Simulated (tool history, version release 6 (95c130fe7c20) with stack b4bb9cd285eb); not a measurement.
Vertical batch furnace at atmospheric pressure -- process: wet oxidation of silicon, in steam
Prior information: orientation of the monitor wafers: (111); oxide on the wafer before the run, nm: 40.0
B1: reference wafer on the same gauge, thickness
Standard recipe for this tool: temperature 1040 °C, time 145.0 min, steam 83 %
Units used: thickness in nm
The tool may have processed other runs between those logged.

Run 1, hour 0.0: usual settings but temperature 1052 °C, steam 93 %; B1 925.00. Result: thickness 1015.93 nm.
Run 2, hour 31.6: usual settings; B1 924.39. Result: thickness 911.52 nm.
At hour 82.6: gauge calibrated.
Run 3, hour 88.5: usual settings; B1 923.06. Result: thickness 909.70 nm.
Run 4, hour 112.7: usual settings; B1 923.78. Result: thickness 913.24 nm.
Run 5, hour 153.9: usual settings but temperature 1046 °C; B1 923.11. Result: thickness 935.79 nm.
Run 6, hour 216.7: usual settings but temperature 1046 °C; B1 924.51. Result: thickness 932.45 nm.
Run 7, hour 328.6: usual settings but temperature 1046 °C; B1 924.04. Result: thickness 930.88 nm.
Run 8, hour 379.0: usual settings but temperature 1049 °C; B1 923.43. Result: thickness 940.15 nm.
Run 9, hour 423.0: usual settings but temperature 1049 °C; B1 923.50. Result: thickness 937.21 nm.
Run 10, hour 480.9: usual settings; B1 924.10. Result: thickness 910.66 nm.
Run 11, hour 519.9: usual settings; B1 923.92. Result: thickness 910.48 nm.
Run 12, hour 590.0: usual settings; B1 923.91. Result: thickness 910.05 nm.
At hour 638.4: steam generator serviced.
Run 13, hour 645.9: usual settings; B1 923.95. Result: thickness 929.74 nm.
Run 14, hour 675.6: usual settings; B1 925.30. Result: thickness 932.71 nm.
Run 15, hour 716.5: usual settings; B1 924.00. Result: thickness 931.13 nm.
Run 16, hour 742.7: usual settings but time 117.0 min, steam 77 %; B1 924.65. Result: thickness 792.58 nm.
Run 17, hour 792.2: usual settings; B1 923.56. Result: thickness 925.85 nm.
Run 18, hour 826.5: usual settings; B1 923.57. Result: thickness 921.44 nm.
Run 19, hour 871.3: usual settings but temperature 1051 °C, time 186.5 min; B1 924.49. Result: thickness 1097.63 nm.
Run 20, hour 921.8: usual settings but temperature 1023 °C, time 72.5 min, steam 90 %; B1 923.97. Result: thickness 612.02 nm.
Run 21, hour 982.6: usual settings but temperature 1033 °C, steam 94 %; B1 922.86. Result: thickness 959.14 nm.
Run 22, hour 1088.5: usual settings but steam 77 %; B1 923.97. Result: thickness 882.99 nm.
At hour 1117.0: thermocouples replaced and temperature profile calibrated.
At hour 1154.7: gauge calibrated.
Run 23, hour 1157.0: usual settings; B1 923.23. Result: thickness 902.39 nm.
Run 24, hour 1185.8: usual settings but temperature 1064 °C, time 112.0 min, steam 75 %; B1 923.77. Result: thickness 807.94 nm.
Run 25, hour 1221.6: usual settings but temperature 1032 °C, time 125.5 min, steam 88 %; B1 924.11. Result: thickness 833.33 nm.
Run 26, hour 1285.8: usual settings; B1 924.22. Result: thickness 901.20 nm.
Run 27, hour 1328.1: usual settings but time 101.5 min, steam 76 %; B1 924.17. Result: thickness 702.72 nm.
Run 28, hour 1363.9: usual settings but temperature 1061 °C, time 85.0 min; B1 924.19. Result: thickness 726.06 nm.
Run 29, hour 1411.6: usual settings but time 78.0 min, steam 72 %; B1 924.41. Result: thickness 592.76 nm.
Run 30, hour 1456.4: usual settings but temperature 1060 °C, time 198.0 min, steam 77 %; B1 924.22. Result: thickness 1094.94 nm.
Run 31, hour 1484.4: usual settings but temperature 1055 °C, time 113.0 min; B1 923.98. Result: thickness 830.28 nm.

What the log doesn't show, run by run:
gauge reads high (%): 0 across all the runs
H1: true tube temperature minus thermocouple reading, K
H2: steam share off its setpoint, % of the setpoint
run    H1      H2
  1  4.42    -4.3
  2  4.48   -4.41
  3   4.6   -4.57
  4  4.64   -4.64
  5  4.71   -4.74
  6  4.82   -4.87
  7  4.99   -5.07
  8  5.05   -5.14
  9  5.11    -5.2
 10  5.18   -5.26
 11  5.22    -5.3
 12  5.29   -5.36
 13  5.34  -0.867
 14  5.37   -1.24
 15   5.4    -1.7
 16  5.43   -1.97
 17  5.46   -2.45
 18  5.49   -2.74
 19  5.52   -3.09
 20  5.55   -3.44
 21  5.59    -3.8
 22  5.65   -4.32
 23  1.05   -4.59
 24  1.24   -4.69
 25  1.46    -4.8
 26  1.83   -4.98
 27  2.06   -5.09
 28  2.25   -5.17
 29  2.48   -5.27
 30  2.69   -5.35
 31  2.81   -5.39
